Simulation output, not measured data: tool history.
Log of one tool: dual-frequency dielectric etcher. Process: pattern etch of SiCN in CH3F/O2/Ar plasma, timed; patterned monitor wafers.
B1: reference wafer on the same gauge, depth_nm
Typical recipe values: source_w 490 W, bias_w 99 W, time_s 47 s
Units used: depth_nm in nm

{"run": 1, "hour": 0.0, "source_w": 490, "bias_w": 99, "time_s": 47, "B1": 22, "depth_nm": 22.5}
{"run": 2, "hour": 67.1, "source_w": 490, "bias_w": 99, "time_s": 47, "B1": 22, "depth_nm": 22.51}
{"run": 3, "hour": 115.5, "source_w": 490, "bias_w": 99, "time_s": 47, "B1": 22.01, "depth_nm": 22.47}
{"run": 4, "hour": 151.3, "source_w": 490, "bias_w": 99, "time_s": 47, "B1": 21.98, "depth_nm": 22.42}
{"run": 5, "hour": 177.3, "source_w": 490, "bias_w": 99, "time_s": 47, "B1": 21.96, "depth_nm": 22.4}
{"run": 6, "hour": 222.1, "source_w": 490, "bias_w": 99, "time_s": 47, "B1": 22.01, "depth_nm": 22.46}
{"run": 7, "hour": 255.7, "source_w": 490, "bias_w": 77, "time_s": 56.5, "B1": 21.99, "depth_nm": 23.93}
{"hour": 275.2, "done": "gauge calibrated"}
{"run": 8, "hour": 294.9, "source_w": 490, "bias_w": 99, "time_s": 47, "B1": 22, "depth_nm": 22.44}
{"run": 9, "hour": 326.8, "source_w": 490, "bias_w": 99, "time_s": 41, "B1": 22.03, "depth_nm": 19.5}
{"run": 10, "hour": 384.3, "source_w": 440, "bias_w": 92, "time_s": 36, "B1": 22.01, "depth_nm": 15.93}
{"hour": 423.9, "done": "bias power generator calibrated"}
{"hour": 486.0, "done": "wet clean of the chamber"}
{"run": 11, "hour": 524.1, "source_w": 490, "bias_w": 99, "time_s": 47, "B1": 22.03, "depth_nm": 23.15}
{"hour": 565.5, "done": "upper electrode replaced"}
{"run": 12, "hour": 574.7, "source_w": 600, "bias_w": 108, "time_s": 37.5, "B1": 22, "depth_nm": 20.55}
{"hour": 593.0, "done": "source power generator calibrated"}
{"run": 13, "hour": 630.2, "source_w": 490, "bias_w": 120, "time_s": 36.5, "B1": 21.99, "depth_nm": 19.56}
{"run": 14, "hour": 679.5, "source_w": 490, "bias_w": 122, "time_s": 47, "B1": 21.98, "depth_nm": 25.55}
{"run": 15, "hour": 744.6, "source_w": 490, "bias_w": 122, "time_s": 47, "B1": 21.99, "depth_nm": 25.28}

Forecast run 16:
{"run": 16, "hour": 790.7, "source_w": 490, "bias_w": 99, "time_s": 47, "B1": "?", "depth_nm": "?"}

Logged for run 16: B1 21.98, depth_nm 22.81 nm.
With no hidden state in the tool, this same run would have given depth_nm 23.13 nm.

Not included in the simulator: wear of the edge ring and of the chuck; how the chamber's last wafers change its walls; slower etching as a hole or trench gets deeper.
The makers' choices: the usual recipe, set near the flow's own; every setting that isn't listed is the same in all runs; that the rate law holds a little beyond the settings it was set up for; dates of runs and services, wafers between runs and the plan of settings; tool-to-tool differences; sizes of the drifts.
